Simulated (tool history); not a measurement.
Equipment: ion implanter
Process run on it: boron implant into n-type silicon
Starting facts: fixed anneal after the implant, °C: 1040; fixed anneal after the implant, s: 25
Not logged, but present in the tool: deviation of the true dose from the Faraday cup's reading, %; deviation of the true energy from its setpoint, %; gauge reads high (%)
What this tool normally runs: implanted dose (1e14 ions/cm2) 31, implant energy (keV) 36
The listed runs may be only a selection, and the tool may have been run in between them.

run     day  implanted dose (1e14 ions/cm2)  implant energy (keV)  wafers since the last listed run  hours since the last dose calibration  hours since the extraction supply was calibrated  hours since the gauge calibration  read-back reference wafer on the same gauge, sheet resistance  sheet resistance of the implanted and annealed layer (ohm/square)
  1       0                           33.06                    36                                 0                                 1532.3                                            5027.8                               76.6                                                          45.43                                                              39.67
  2   0.492                           33.06                    36                               337                                 1544.1                                            5039.6                               88.4                                                          45.39                                                              39.76
  3   1.171                           33.06                    36                               465                                 1560.4                                            5055.9                              104.7                                                          45.42                                                              39.73
  4   1.775                              31                    36                               414                                 1574.9                                            5070.4                              119.2                                                          45.39                                                              41.14
  5   2.229                              31                    36                               311                                 1585.8                                            5081.3                              130.1                                                          45.39                                                              41.11
  6   2.738                              31                    36                               348                                   1598                                            5093.5                              142.3                                                          45.38                                                               41.2
  7   3.258                           29.08                    43                               357                                 1610.5                                              5106                              154.8                                                          45.38                                                              41.31
  8    3.65                           29.08                    43                               268                                 1619.9                                            5115.4                              164.2                                                          45.42                                                              41.26
  9   4.271                           29.08                    43                               425                                 1634.8                                            5130.3                              179.1                                                          45.43                                                              41.39
 10   4.929                              31                    36                               451                                 1650.6                                            5146.1                              194.9                                                          45.38                                                              41.18
 11   5.254                              31                    36                               222                                 1658.4                                            5153.9                              202.7                                                          45.39                                                              41.13
      7.575  -- extraction supply calibrated
 12   7.596                           29.08                    43                              1377                                 1714.6                                               0.5                              258.9                                                          45.42                                                              41.38
 13   7.904                              31                    36                               211                                   1722                                               7.9                              266.3                                                          45.38                                                              41.19
      8.354  -- Faraday cup replaced and dose calibrated
 14   8.375                              31                    27                                94                                    0.5                                              19.2                              277.6                                                           45.4                                                              45.86
 15   8.592                              31                    36                               148                                    5.7                                              24.4                              282.8                                                          45.39                                                              42.34
 16   8.892                           36.85                    42                               205                                   12.9                                              31.6                                290                                                          45.37                                                              37.09
      9.029  -- gauge calibrated
 17     9.6                           36.88                  39.5                               486                                   29.9                                              48.6                               13.7                                                          45.39                                                              37.46
 18  10.088                           33.96                    36                               334                                   41.6                                              60.3                               25.4                                                          45.42                                                              40.19
 19  10.708                              31                    36                               425                                   56.5                                              75.2                               40.3                                                          45.42                                                              42.24
 20  11.138                           23.79                  44.5                               294                                   66.8                                              85.5                               50.6                                                          45.41                                                              49.21
 21  11.771                            38.9                    36                               434                                     82                                             100.7                               65.8                                                           45.4                                                              37.48
 22  12.338                           34.42                    40                               388                                   95.6                                             114.3                               79.4                                                          45.44                                                              38.67
 23  12.917                           36.31                  30.5                               397                                  109.5                                             128.2                               93.3                                                          45.43                                                              40.78

Some steps in sheet resistance of the implanted and annealed layer (ohm/square) between neighbouring runs. How much of each would the tool show without its hidden state too (settings, what came in, random variation), and how much is left for the hidden state, with any gauge scatter that isn't in both results?
Run 11 -> 12: implanted dose (1e14 ions/cm2) 31 -> 29.08, implant energy (keV) 36 -> 43, extraction supply calibrated. sheet resistance of the implanted and annealed layer (ohm/square) +0.25: hidden state -0.2, all else +0.45.
Run 13 -> 14: implant energy (keV) 36 -> 27, Faraday cup replaced and dose calibrated. sheet resistance of the implanted and annealed layer (ohm/square) +4.67: hidden state +1.18, all else +3.49.
Run 19 -> 20: implanted dose (1e14 ions/cm2) 31 -> 23.79, implant energy (keV) 36 -> 44.5. sheet resistance of the implanted and annealed layer (ohm/square) +6.97: hidden state -0.05, all else +7.02.
Run 20 -> 21: implanted dose (1e14 ions/cm2) 23.79 -> 38.9, implant energy (keV) 44.5 -> 36. sheet resistance of the implanted and annealed layer (ohm/square) -11.73: hidden state +0.03, all else -11.76.
